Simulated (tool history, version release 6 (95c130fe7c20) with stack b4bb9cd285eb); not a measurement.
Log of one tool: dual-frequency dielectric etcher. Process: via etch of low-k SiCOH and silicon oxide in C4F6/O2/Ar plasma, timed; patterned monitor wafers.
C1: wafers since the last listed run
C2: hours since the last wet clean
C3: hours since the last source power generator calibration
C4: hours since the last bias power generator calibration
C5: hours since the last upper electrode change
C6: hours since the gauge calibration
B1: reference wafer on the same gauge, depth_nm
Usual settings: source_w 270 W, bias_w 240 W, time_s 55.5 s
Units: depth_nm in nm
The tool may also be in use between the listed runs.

run 1 hour=0 | source_w=270 bias_w=240 time_s=55.5 | C1=0 C2=586 C3=2745.4 C4=3511.7 C5=3055.4 C6=113.6 | B1=130.3 | depth_nm=141
run 2 hour=6.6 | source_w=270 bias_w=240 time_s=55.5 | C1=95 C2=592.6 C3=2752 C4=3518.3 C5=3062 C6=120.2 | B1=130 | depth_nm=140.9
run 3 hour=21.4 | source_w=220 bias_w=240 time_s=55.5 | C1=214 C2=607.4 C3=2766.8 C4=3533.1 C5=3076.8 C6=135 | B1=130.5 | depth_nm=130.9
run 4 hour=28.2 | source_w=220 bias_w=240 time_s=55.5 | C1=98 C2=614.2 C3=2773.6 C4=3539.9 C5=3083.6 C6=141.8 | B1=130.2 | depth_nm=130.6
run 5 hour=42.8 | source_w=270 bias_w=271 time_s=55.5 | C1=212 C2=628.8 C3=2788.2 C4=3554.5 C5=3098.2 C6=156.4 | B1=129.6 | depth_nm=149.9
run 6 hour=59.7 | source_w=270 bias_w=271 time_s=55.5 | C1=245 C2=645.7 C3=2805.1 C4=3571.4 C5=3115.1 C6=173.3 | B1=130.4 | depth_nm=149.4
-- hour=109.4 wet clean of the chamber
run 7 hour=109.9 | source_w=270 bias_w=271 time_s=55.5 | C1=380 C2=0.5 C3=2855.3 C4=3621.6 C5=3165.3 C6=223.5 | B1=129.9 | depth_nm=148.6
run 8 hour=110.3 | source_w=270 bias_w=240 time_s=55.5 | C1=5 C2=0.9 C3=2855.7 C4=3622 C5=3165.7 C6=223.9 | B1=130.1 | depth_nm=141.5
run 9 hour=127.9 | source_w=270 bias_w=240 time_s=55.5 | C1=255 C2=18.5 C3=2873.3 C4=3639.6 C5=3183.3 C6=241.5 | B1=130.3 | depth_nm=141.3
run 10 hour=136.1 | source_w=270 bias_w=240 time_s=55.5 | C1=119 C2=26.7 C3=2881.5 C4=3647.8 C5=3191.5 C6=249.7 | B1=130 | depth_nm=143.2
run 11 hour=148.5 | source_w=270 bias_w=240 time_s=55.5 | C1=180 C2=39.1 C3=2893.9 C4=3660.2 C5=3203.9 C6=262.1 | B1=130.5 | depth_nm=141.6
-- hour=154.5 gauge calibrated
run 12 hour=156.2 | source_w=270 bias_w=240 time_s=55.5 | C1=111 C2=46.8 C3=2901.6 C4=3667.9 C5=3211.6 C6=1.7 | B1=130.5 | depth_nm=141.6
-- hour=162.8 source power generator calibrated
run 13 hour=163.3 | source_w=270 bias_w=240 time_s=50.5 | C1=45 C2=53.9 C3=0.5 C4=3675 C5=3218.7 C6=8.8 | B1=129.6 | depth_nm=130.9
run 14 hour=179.3 | source_w=270 bias_w=240 time_s=50.5 | C1=232 C2=69.9 C3=16.5 C4=3691 C5=3234.7 C6=24.8 | B1=129.8 | depth_nm=129.9
-- hour=188.4 bias power generator calibrated
run 15 hour=188.9 | source_w=270 bias_w=213 time_s=66.5 | C1=81 C2=79.5 C3=26.1 C4=0.5 C5=3244.3 C6=34.4 | B1=130.2 | depth_nm=160.4
run 16 hour=201.5 | source_w=220 bias_w=240 time_s=55.5 | C1=182 C2=92.1 C3=38.7 C4=13.1 C5=3256.9 C6=47 | B1=129.8 | depth_nm=131.1
run 17 hour=211.6 | source_w=310 bias_w=192 time_s=65.5 | C1=146 C2=102.2 C3=48.8 C4=23.2 C5=3267 C6=57.1 | B1=130 | depth_nm=160.8
run 18 hour=221.6 | source_w=270 bias_w=240 time_s=55.5 | C1=145 C2=112.2 C3=58.8 C4=33.2 C5=3277 C6=67.1 | B1=130 | depth_nm=141.8
-- hour=250.6 upper electrode replaced
run 19 hour=251.1 | source_w=320 bias_w=282 time_s=45 | C1=79 C2=141.7 C3=88.3 C4=62.7 C5=0.5 C6=96.6 | B1=130.1 | depth_nm=132.7
run 20 hour=251.4 | source_w=270 bias_w=240 time_s=70 | C1=4 C2=142 C3=88.6 C4=63 C5=0.8 C6=96.9 | B1=130.4 | depth_nm=178.6
run 21 hour=252.8 | source_w=270 bias_w=240 time_s=50.5 | C1=20 C2=143.4 C3=90 C4=64.4 C5=2.2 C6=98.3 | B1=130.2 | depth_nm=127.7
run 22 hour=264.9 | source_w=270 bias_w=198 time_s=55.5 | C1=175 C2=155.5 C3=102.1 C4=76.5 C5=14.3 C6=110.4 | B1=130.4 | depth_nm=130.1
run 23 hour=281.8 | source_w=290 bias_w=194 time_s=40 | C1=245 C2=172.4 C3=119 C4=93.4 C5=31.2 C6=127.3 | B1=130.4 | depth_nm=94.4
run 24 hour=295.9 | source_w=320 bias_w=240 time_s=55.5 | C1=204 C2=186.5 C3=133.1 C4=107.5 C5=45.3 C6=141.4 | B1=129.7 | depth_nm=150.9
run 25 hour=307.1 | source_w=320 bias_w=215 time_s=50 | C1=162 C2=197.7 C3=144.3 C4=118.7 C5=56.5 C6=152.6 | B1=130.1 | depth_nm=129
run 26 hour=323.9 | source_w=340 bias_w=204 time_s=41.5 | C1=243 C2=214.5 C3=161.1 C4=135.5 C5=73.3 C6=169.4 | B1=130.2 | depth_nm=108.2
run 27 hour=329.9 | source_w=240 bias_w=240 time_s=69.5 | C1=87 C2=220.5 C3=167.1 C4=141.5 C5=79.3 C6=175.4 | B1=129.6 | depth_nm=172.4
run 28 hour=339.4 | source_w=310 bias_w=192 time_s=65.5 | C1=137 C2=230 C3=176.6 C4=151 C5=88.8 C6=184.9 | B1=130 | depth_nm=159.7

Hidden state at the last listed run before each entry between runs and at the first one after, where it differs:
Between runs 6 and 7: wet clean of the chamber (hour 109.4)
  no hidden state differs between the two runs
Between runs 11 and 12: gauge calibrated (hour 154.5)
  no hidden state differs between the two runs
Between runs 12 and 13: source power generator calibrated (hour 162.8)
  no hidden state differs between the two runs
Between runs 14 and 15: bias power generator calibrated (hour 188.4)
  no hidden state differs between the two runs
Between runs 18 and 19: upper electrode replaced (hour 250.6)
  no hidden state differs between the two runs
